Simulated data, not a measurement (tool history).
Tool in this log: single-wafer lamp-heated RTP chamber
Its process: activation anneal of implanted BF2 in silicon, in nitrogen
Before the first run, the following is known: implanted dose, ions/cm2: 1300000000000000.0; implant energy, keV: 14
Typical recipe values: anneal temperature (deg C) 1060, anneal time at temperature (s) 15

run	hour	anneal temperature (deg C)	anneal time at temperature (s)	read-back reference wafer on the same gauge, sheet resistance	sheet resistance of the implanted and annealed layer (ohm/square)
1	0	1060	15	152.23	133.27
# hour 55.1: pyrometer window cleaned and pyrometer calibrated
2	55.6	1060	15	152.01	139.02
# hour 139.1: reflector plate cleaned
3	142.4	1060	9	151.98	151.71
4	213.2	1060	9	152.17	149.97
5	305.6	1060	9	151.95	149.82
# hour 340.6: reflector plate cleaned
6	348.8	1083	15	152.03	117.79
7	451.9	1083	15	151.96	118.38
# hour 532.9: pyrometer window cleaned and pyrometer calibrated
8	557.5	1036	21	151.53	141.51
# hour 569.7: reflector plate cleaned
# hour 570.2: gauge calibrated
9	641.9	1072	10	151.62	130.28
10	694.5	1043	8	151.84	158.27
# hour 769.3: pyrometer window cleaned and pyrometer calibrated, repeated, since the last time left the tool worse
11	779.4	1060	15	152.1	138.06
# hour 814.1: reflector plate cleaned
12	849.8	1073	6	151.93	153.52
13	910.3	1076	15	151.96	125.11
14	974.2	1076	22	151.97	113.3

The same runs without the tool's hidden state, with the same run-to-run variation:
The hidden state here: true wafer temperature minus pyrometer reading, K; wafer temperature error from the tarnished reflector plate, K; gauge reads high (%).
run	sheet resistance of the implanted and annealed layer (ohm/square)
1	138.97
2	139.09
3	152.76
4	151.79
5	152.64
6	120.38
7	121.9
8	153.17
9	140.07
10	175.19
11	138.38
12	154.74
13	126.56
14	115.51

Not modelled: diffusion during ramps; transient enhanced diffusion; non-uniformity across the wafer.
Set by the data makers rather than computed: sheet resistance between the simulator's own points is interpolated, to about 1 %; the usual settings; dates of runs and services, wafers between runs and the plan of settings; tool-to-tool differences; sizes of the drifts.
